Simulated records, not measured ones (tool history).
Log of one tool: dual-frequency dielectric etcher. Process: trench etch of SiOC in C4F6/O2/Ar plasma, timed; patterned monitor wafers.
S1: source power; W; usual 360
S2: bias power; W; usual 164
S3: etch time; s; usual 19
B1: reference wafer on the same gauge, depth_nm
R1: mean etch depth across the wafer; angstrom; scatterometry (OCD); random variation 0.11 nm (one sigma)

run	day	S1	S2	S3	B1	R1
1	0	360	164	19	31.09	330.3
2	2.45	290	164	19	31.12	311.8
3	6.467	290	164	19	31.12	309.9
# day 7.475: wet clean of the chamber
# day 8.45: source power generator calibrated
4	10.646	360	164	19	31.09	339.6
5	14.021	360	164	19	31.1	336.9
6	17.862	360	164	22.5	31.1	398.4
7	20.2	360	164	20	31.11	352.8
8	22.962	360	164	21	31.09	367
9	24.629	270	182	15	31.12	256.2
10	27.954	360	164	19	31.08	331
# day 29.212: wet clean of the chamber
11	31.879	430	138	17	31.09	296.2
12	34.204	440	164	19	31.09	356.7
13	36.792	360	164	20.5	31.11	364.7
14	38.95	360	164	19	31.11	339.2
15	43.212	360	151	19	31.1	324.4
# day 44.7: upper electrode replaced, of another model than before
16	46.471	310	196	19	31.09	358.6
17	50.954	380	143	16.5	31.1	264.6
18	53.592	420	164	19	31.11	345.2

Forecast run 19:
# day 55.433: bias power generator calibrated
19	55.912	430	183	19	?	?

Run 19 gave B1 31.09, R1 376 angstrom.
Without the tool's hidden state the same run would have given R1 389 angstrom.
